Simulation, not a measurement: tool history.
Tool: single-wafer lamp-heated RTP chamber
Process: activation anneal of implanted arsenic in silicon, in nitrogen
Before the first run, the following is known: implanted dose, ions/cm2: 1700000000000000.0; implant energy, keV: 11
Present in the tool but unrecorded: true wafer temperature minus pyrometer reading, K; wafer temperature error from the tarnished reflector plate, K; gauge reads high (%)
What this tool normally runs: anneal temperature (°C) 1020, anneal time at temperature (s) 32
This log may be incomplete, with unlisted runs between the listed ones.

run	hour	anneal temperature (°C)	anneal time at temperature (s)	wafers since the last listed run	wafers since the last pyrometer calibration	wafers since the reflector plate was cleaned	hours since the gauge calibration	read-back reference wafer on the same gauge, sheet resistance	sheet resistance of the implanted and annealed layer (ohm/square)
1	0	1030	44	0	3735	3258	318.6	104.96	94.78
2	23.4	1030	44	322	4057	3580	342	104.92	94.73
3	51.9	1020	32	392	4450	3973	370.5	104.85	107.41
4	81.6	1020	32	409	4859	4382	400.2	105.12	106.32
5	99.2	1038	46	242	5102	4625	417.8	105.13	90.04
6	117.9	1038	46	257	5360	4883	436.5	105.07	89.58
# hour 156.7: pyrometer window cleaned and pyrometer calibrated
7	157.2	1020	32	431	6	5314	475.8	105.03	108.11
8	173.4	1020	36	223	230	5537	492	105.11	105.91
9	205.4	1020	32	441	671	5978	524	105.12	108.39
10	231.4	1020	32	358	1029	6337	550	104.94	107.97
11	263.6	1020	32	443	1473	6780	582.2	105.13	107.47
12	278.9	1032	21	210	1684	6991	597.5	105.16	110.31
13	310.3	1020	44	432	2116	7424	628.9	105.16	99.71
14	328.6	1020	44	252	2369	7676	647.2	104.9	99.31
15	363.5	1000	32	480	2849	8157	682.1	105.09	121.32
16	378.3	1000	32	203	3053	8361	696.9	105.1	120.95
17	397.2	1000	32	260	3314	8622	715.8	104.8	120.01
18	424.5	1020	32	376	3690	8998	743.1	104.93	106.49
19	452.1	1001	37	380	4071	9378	770.7	104.88	115.9
# hour 468.5: gauge calibrated
20	468.6	1020	32	227	4298	9606	0.1	104.98	105.39
21	502.7	1044	19	469	4768	10075	34.2	105.08	103.6
22	531.4	1046	47	395	5163	10471	62.9	104.97	85.89
# hour 565.8: reflector plate cleaned
23	566.3	1020	32	370	5534	7	97.8	104.93	109.29
24	593	1020	47	367	5902	375	124.5	104.98	100.4
# hour 633.1: pyrometer window cleaned and pyrometer calibrated
25	633.6	1047	32	449	6	824	165.1	105.04	95.44
26	656.9	1011	48	321	327	1145	188.4	104.97	105.57
27	683	1020	41	359	687	1505	214.5	104.97	103.7
28	718.7	1008	18	492	1179	1997	250.2	105.22	135.1
29	752.2	1031	32	461	1640	2458	283.7	104.98	101.97
30	766.5	1009	45	197	1838	2656	298	105.03	107.78
31	787.7	1020	13	292	2130	2948	319.2	104.99	133.58
32	816.6	1020	32	398	2528	3346	348.1	104.95	108.21
33	835.8	1034	50	264	2793	3611	367.3	104.91	90.1
34	852.9	1020	39	235	3028	3846	384.4	105.14	103.08
35	870.6	1012	16	243	3272	4090	402.1	104.89	132.13
36	906.4	1020	32	493	3766	4584	437.9	105.04	106.65
37	940.8	1020	40	474	4240	5058	472.3	104.99	100.82
38	963.7	1041	47	315	4555	5373	495.2	104.97	88.19

3 ways to go on from here, each from the tool as it stands after run 38. What would each give?
A	964.1	1020	32	5	4561	5379	495.6	?	?
B	964.1	1004	27	5	4561	5379	495.6	?	?
C	964.1	995	20	5	4561	5379	495.6	?	?

run	read-back reference wafer on the same gauge, sheet resistance	sheet resistance of the implanted and annealed layer (ohm/square)
A	105.03	105.64
B	105.03	121.53
C	105.03	138.2
Had the tool no hidden state, the same runs would have come out as:
run	sheet resistance of the implanted and annealed layer (ohm/square)
A	112
B	129.74
C	147.16
